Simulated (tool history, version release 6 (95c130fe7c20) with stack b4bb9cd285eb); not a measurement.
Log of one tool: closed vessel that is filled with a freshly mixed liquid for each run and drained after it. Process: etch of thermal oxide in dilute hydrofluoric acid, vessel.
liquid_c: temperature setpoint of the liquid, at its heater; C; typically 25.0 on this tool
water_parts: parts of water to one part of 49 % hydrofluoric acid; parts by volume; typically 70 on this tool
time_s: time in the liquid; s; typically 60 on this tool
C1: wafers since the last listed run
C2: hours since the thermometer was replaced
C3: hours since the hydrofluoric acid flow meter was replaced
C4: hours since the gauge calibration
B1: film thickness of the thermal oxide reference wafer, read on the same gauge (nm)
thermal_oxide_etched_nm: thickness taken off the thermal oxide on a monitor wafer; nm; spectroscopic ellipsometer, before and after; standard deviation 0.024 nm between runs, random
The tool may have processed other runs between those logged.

{"run": 1, "hour": 0.0, "liquid_c": 25.0, "water_parts": 70, "time_s": 60, "C1": 0, "C2": 279.4, "C3": 715.1, "C4": 1027.6, "B1": 68.23, "thermal_oxide_etched_nm": 3.611}
{"run": 2, "hour": 28.4, "liquid_c": 25.0, "water_parts": 70, "time_s": 60, "C1": 2049, "C2": 307.8, "C3": 743.5, "C4": 1056.0, "B1": 68.155, "thermal_oxide_etched_nm": 3.649}
{"run": 3, "hour": 100.2, "liquid_c": 26.5, "water_parts": 70, "time_s": 60, "C1": 5182, "C2": 379.6, "C3": 815.3, "C4": 1127.8, "B1": 68.006, "thermal_oxide_etched_nm": 3.824}
{"run": 4, "hour": 141.8, "liquid_c": 26.5, "water_parts": 70, "time_s": 60, "C1": 3002, "C2": 421.2, "C3": 856.9, "C4": 1169.4, "B1": 67.932, "thermal_oxide_etched_nm": 3.828}
{"run": 5, "hour": 179.0, "liquid_c": 25.0, "water_parts": 70, "time_s": 35, "C1": 2684, "C2": 458.4, "C3": 894.1, "C4": 1206.6, "B1": 67.82, "thermal_oxide_etched_nm": 2.09}
{"run": 6, "hour": 230.0, "liquid_c": 25.0, "water_parts": 70, "time_s": 35, "C1": 3680, "C2": 509.4, "C3": 945.1, "C4": 1257.6, "B1": 67.691, "thermal_oxide_etched_nm": 2.099}
{"run": 7, "hour": 266.5, "liquid_c": 25.0, "water_parts": 50, "time_s": 40, "C1": 2634, "C2": 545.9, "C3": 981.6, "C4": 1294.1, "B1": 67.623, "thermal_oxide_etched_nm": 3.426}
{"run": 8, "hour": 322.1, "liquid_c": 25.0, "water_parts": 70, "time_s": 60, "C1": 4012, "C2": 601.5, "C3": 1037.2, "C4": 1349.7, "B1": 67.506, "thermal_oxide_etched_nm": 3.55}
{"run": 9, "hour": 369.0, "liquid_c": 25.0, "water_parts": 70, "time_s": 60, "C1": 3385, "C2": 648.4, "C3": 1084.1, "C4": 1396.6, "B1": 67.381, "thermal_oxide_etched_nm": 3.528}
{"run": 10, "hour": 406.1, "liquid_c": 25.0, "water_parts": 70, "time_s": 75, "C1": 2677, "C2": 685.5, "C3": 1121.2, "C4": 1433.7, "B1": 67.305, "thermal_oxide_etched_nm": 4.431}
{"run": 11, "hour": 453.5, "liquid_c": 25.0, "water_parts": 70, "time_s": 75, "C1": 3421, "C2": 732.9, "C3": 1168.6, "C4": 1481.1, "B1": 67.222, "thermal_oxide_etched_nm": 4.421}
{"hour": 561.6, "done": "gauge calibrated"}
{"run": 12, "hour": 565.4, "liquid_c": 25.0, "water_parts": 70, "time_s": 75, "C1": 8076, "C2": 844.8, "C3": 1280.5, "C4": 3.8, "B1": 69.64, "thermal_oxide_etched_nm": 4.594}
{"hour": 578.8, "done": "thermometer replaced"}
{"run": 13, "hour": 596.2, "liquid_c": 25.0, "water_parts": 70, "time_s": 60, "C1": 2150, "C2": 17.4, "C3": 1311.3, "C4": 34.6, "B1": 69.593, "thermal_oxide_etched_nm": 3.71}
{"run": 14, "hour": 623.5, "liquid_c": 25.0, "water_parts": 70, "time_s": 60, "C1": 1970, "C2": 44.7, "C3": 1338.6, "C4": 61.9, "B1": 69.538, "thermal_oxide_etched_nm": 3.672}
{"run": 15, "hour": 671.7, "liquid_c": 25.0, "water_parts": 70, "time_s": 80, "C1": 3478, "C2": 92.9, "C3": 1386.8, "C4": 110.1, "B1": 69.417, "thermal_oxide_etched_nm": 4.851}
{"run": 16, "hour": 700.9, "liquid_c": 27.5, "water_parts": 70, "time_s": 60, "C1": 2107, "C2": 122.1, "C3": 1416.0, "C4": 139.3, "B1": 69.345, "thermal_oxide_etched_nm": 4.054}
{"hour": 756.9, "done": "hydrofluoric acid flow meter replaced"}
{"run": 17, "hour": 761.2, "liquid_c": 22.0, "water_parts": 70, "time_s": 60, "C1": 4280, "C2": 182.4, "C3": 4.3, "C4": 199.6, "B1": 69.189, "thermal_oxide_etched_nm": 3.235}
{"run": 18, "hour": 804.2, "liquid_c": 29.0, "water_parts": 55, "time_s": 40, "C1": 3103, "C2": 225.4, "C3": 47.3, "C4": 242.6, "B1": 69.092, "thermal_oxide_etched_nm": 3.673}
{"run": 19, "hour": 875.2, "liquid_c": 25.0, "water_parts": 70, "time_s": 30, "C1": 5124, "C2": 296.4, "C3": 118.3, "C4": 313.6, "B1": 68.916, "thermal_oxide_etched_nm": 1.825}
{"run": 20, "hour": 921.0, "liquid_c": 29.5, "water_parts": 85, "time_s": 60, "C1": 3305, "C2": 342.2, "C3": 164.1, "C4": 359.4, "B1": 68.812, "thermal_oxide_etched_nm": 3.507}
{"run": 21, "hour": 974.6, "liquid_c": 25.0, "water_parts": 95, "time_s": 60, "C1": 3868, "C2": 395.8, "C3": 217.7, "C4": 413.0, "B1": 68.705, "thermal_oxide_etched_nm": 2.569}
{"run": 22, "hour": 1092.0, "liquid_c": 25.0, "water_parts": 50, "time_s": 60, "C1": 8473, "C2": 513.2, "C3": 335.1, "C4": 530.4, "B1": 68.423, "thermal_oxide_etched_nm": 5.136}
{"run": 23, "hour": 1159.5, "liquid_c": 28.0, "water_parts": 70, "time_s": 90, "C1": 4871, "C2": 580.7, "C3": 402.6, "C4": 597.9, "B1": 68.274, "thermal_oxide_etched_nm": 6.083}
{"run": 24, "hour": 1216.4, "liquid_c": 25.0, "water_parts": 70, "time_s": 60, "C1": 4106, "C2": 637.6, "C3": 459.5, "C4": 654.8, "B1": 68.136, "thermal_oxide_etched_nm": 3.616}
{"run": 25, "hour": 1261.5, "liquid_c": 25.0, "water_parts": 70, "time_s": 60, "C1": 3255, "C2": 682.7, "C3": 504.6, "C4": 699.9, "B1": 68.024, "thermal_oxide_etched_nm": 3.604}
{"run": 26, "hour": 1320.6, "liquid_c": 27.5, "water_parts": 85, "time_s": 30, "C1": 4265, "C2": 741.8, "C3": 563.7, "C4": 759.0, "B1": 67.872, "thermal_oxide_etched_nm": 1.597}
{"run": 27, "hour": 1371.6, "liquid_c": 21.5, "water_parts": 45, "time_s": 85, "C1": 3680, "C2": 792.8, "C3": 614.7, "C4": 810.0, "B1": 67.811, "thermal_oxide_etched_nm": 7.049}
{"run": 28, "hour": 1401.1, "liquid_c": 25.0, "water_parts": 90, "time_s": 60, "C1": 2129, "C2": 822.3, "C3": 644.2, "C4": 839.5, "B1": 67.722, "thermal_oxide_etched_nm": 2.713}
{"run": 29, "hour": 1455.8, "liquid_c": 23.5, "water_parts": 70, "time_s": 60, "C1": 3947, "C2": 877.0, "C3": 698.9, "C4": 894.2, "B1": 67.551, "thermal_oxide_etched_nm": 3.391}
{"run": 30, "hour": 1483.8, "liquid_c": 27.5, "water_parts": 60, "time_s": 40, "C1": 2020, "C2": 905.0, "C3": 726.9, "C4": 922.2, "B1": 67.554, "thermal_oxide_etched_nm": 3.113}
{"run": 31, "hour": 1549.4, "liquid_c": 29.5, "water_parts": 40, "time_s": 70, "C1": 4734, "C2": 970.6, "C3": 792.5, "C4": 987.8, "B1": 67.396, "thermal_oxide_etched_nm": 9.239}
{"hour": 1553.7, "done": "thermometer replaced"}
{"run": 32, "hour": 1581.4, "liquid_c": 28.5, "water_parts": 70, "time_s": 75, "C1": 2237, "C2": 27.7, "C3": 824.5, "C4": 1019.8, "B1": 67.286, "thermal_oxide_etched_nm": 5.173}
{"run": 33, "hour": 1719.2, "liquid_c": 25.0, "water_parts": 70, "time_s": 60, "C1": 9945, "C2": 165.5, "C3": 962.3, "C4": 1157.6, "B1": 66.964, "thermal_oxide_etched_nm": 3.543}
{"run": 34, "hour": 1767.0, "liquid_c": 23.0, "water_parts": 70, "time_s": 70, "C1": 3449, "C2": 213.3, "C3": 1010.1, "C4": 1205.4, "B1": 66.884, "thermal_oxide_etched_nm": 3.797}

For each entry between runs, how does the tool's hidden state at the last listed run before it compare with that at the first listed run after it?
Runs 11 to 12: gauge calibrated (hour 561.6)
  gauge reads high (%): -4.01 -> -0.497
  measured result minus the result with no hidden state, thermal_oxide_etched_nm: -0.184 -> -0.023 nm
Runs 12 to 13: thermometer replaced (hour 578.8)
  gauge reads high (%): -0.497 -> -0.599
  measured result minus the result with no hidden state, thermal_oxide_etched_nm: -0.023 -> -0.023 nm
Runs 16 to 17: hydrofluoric acid flow meter replaced (hour 756.9)
  gauge reads high (%): -0.946 -> -1.15
  measured result minus the result with no hidden state, thermal_oxide_etched_nm: -0.038 -> -0.037 nm
Runs 31 to 32: thermometer replaced (hour 1553.7)
  gauge reads high (%): -3.76 -> -3.86
  measured result minus the result with no hidden state, thermal_oxide_etched_nm: -0.360 -> -0.208 nm
